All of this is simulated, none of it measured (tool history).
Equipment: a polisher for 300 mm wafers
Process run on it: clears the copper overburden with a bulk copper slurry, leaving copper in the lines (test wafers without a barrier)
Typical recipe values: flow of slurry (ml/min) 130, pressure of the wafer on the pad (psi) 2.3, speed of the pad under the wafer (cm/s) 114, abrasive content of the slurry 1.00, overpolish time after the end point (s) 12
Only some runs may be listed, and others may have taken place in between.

| run | hour | flow of slurry (ml/min) | pressure of the wafer on the pad (psi) | speed of the pad under the wafer (cm/s) | abrasive content of the slurry | overpolish time after the end point (s) | incoming thickness of the incoming film, nm | time until the end point was called (s) | dishing of a wide line in a test structure (nm) |
|---|---|---|---|---|---|---|---|---|---|
| 1 | 0.0 | 130 | 2.5 | 114 | 1.00 | 12 | 787.4 | 121.3 | 58.4 |
| 2 | 50.5 | 130 | 2.5 | 114 | 1.00 | 12 | 788.5 | 121.7 | 57.8 |
|  | 62.3 | slurry blender recalibrated |
| 3 | 77.5 | 130 | 2.5 | 114 | 1.00 | 12 | 811.0 | 124.6 | 57.7 |
| 4 | 107.0 | 130 | 2.3 | 114 | 1.00 | 12 | 806.0 | 135.1 | 55.9 |
|  | 114.2 | worn pad replaced by a new one |
| 5 | 156.6 | 130 | 2.3 | 114 | 1.00 | 12 | 809.0 | 134.4 | 53.4 |
| 6 | 175.0 | 130 | 2.3 | 114 | 1.00 | 12 | 810.4 | 136.8 | 55.0 |
| 7 | 208.9 | 130 | 2.3 | 114 | 1.30 | 9 | 801.1 | 130.5 | 45.2 |
| 8 | 243.1 | 130 | 2.6 | 126 | 1.00 | 18 | 787.0 | 108.0 | 84.0 |
| 9 | 272.9 | 130 | 2.3 | 114 | 0.80 | 12 | 798.5 | 141.8 | 51.3 |
| 10 | 293.1 | 100 | 2.0 | 146 | 1.00 | 7 | 812.8 | 135.4 | 33.8 |
| 11 | 313.1 | 160 | 2.3 | 148 | 0.85 | 12 | 798.6 | 101.0 | 66.6 |
|  | 321.0 | slurry blender recalibrated |
|  | 330.3 | worn pad replaced by a new one |
| 12 | 347.0 | 130 | 2.3 | 114 | 1.00 | 12 | 792.6 | 135.2 | 54.4 |
| 13 | 377.8 | 130 | 2.3 | 114 | 1.00 | 8 | 807.0 | 140.3 | 37.3 |
|  | 383.7 | slurry nozzle cleaned |
| 14 | 403.2 | 130 | 2.3 | 114 | 1.00 | 8 | 785.3 | 117.2 | 42.9 |
| 15 | 430.6 | 130 | 2.3 | 100 | 1.00 | 15 | 789.6 | 138.4 | 64.1 |
| 16 | 461.6 | 130 | 2.3 | 114 | 1.00 | 12 | 798.3 | 121.7 | 59.4 |
| 17 | 483.5 | 130 | 2.3 | 114 | 1.00 | 12 | 797.1 | 119.4 | 58.1 |
| 18 | 511.2 | 130 | 2.3 | 114 | 1.00 | 12 | 796.9 | 123.5 | 59.0 |
| 19 | 531.0 | 130 | 2.3 | 88 | 1.00 | 12 | 801.8 | 167.9 | 46.1 |
|  | 586.9 | slurry blender recalibrated |
|  | 589.9 | worn pad replaced by a new one |
| 20 | 627.4 | 130 | 2.3 | 100 | 1.00 | 15 | 805.5 | 152.3 | 59.6 |
| 21 | 660.8 | 170 | 2.3 | 128 | 0.85 | 12 | 796.7 | 111.5 | 62.2 |
| 22 | 693.9 | 130 | 2.3 | 114 | 1.00 | 12 | 795.1 | 130.8 | 55.4 |
| 23 | 715.4 | 130 | 1.9 | 114 | 0.85 | 12 | 798.3 | 162.0 | 45.9 |
| 24 | 740.4 | 130 | 2.3 | 138 | 1.00 | 12 | 808.1 | 109.6 | 63.5 |
| 25 | 754.4 | 130 | 2.3 | 114 | 1.00 | 9 | 783.6 | 129.5 | 43.2 |
| 26 | 789.2 | 130 | 3.1 | 114 | 1.20 | 12 | 802.8 | 95.8 | 71.6 |
| 27 | 807.2 | 145 | 2.6 | 114 | 1.00 | 12 | 785.9 | 115.4 | 61.4 |

Branching from run 27: 5 alternative next runs. What would each branch give?
| A | 807.7 | 130 | 2.3 | 78 | 1.00 | 12 | 810.3 | ? | ? |
| B | 807.7 | 145 | 2.3 | 80 | 1.10 | 10 | 810.3 | ? | ? |
| C | 807.7 | 130 | 1.6 | 80 | 1.00 | 8 | 810.3 | ? | ? |
| D | 807.7 | 130 | 2.0 | 114 | 1.00 | 15 | 810.3 | ? | ? |
| E | 807.7 | 130 | 2.3 | 114 | 1.20 | 10 | 810.3 | ? | ? |

| run | time until the end point was called (s) | dishing of a wide line in a test structure (nm) |
|---|---|---|
| A | 198.3 | 39.6 |
| B | 182.1 | 36.4 |
| C | 262.2 | 21.1 |
| D | 152.9 | 58.1 |
| E | 129.7 | 48.5 |
With no hidden state in the tool, these same runs would have given:
| run | time until the end point was called (s) | dishing of a wide line in a test structure (nm) |
|---|---|---|
| A | 172.8 | 44.5 |
| B | 160.9 | 40.5 |
| C | 228.5 | 24.0 |
| D | 133.2 | 64.5 |
| E | 113.0 | 54.3 |
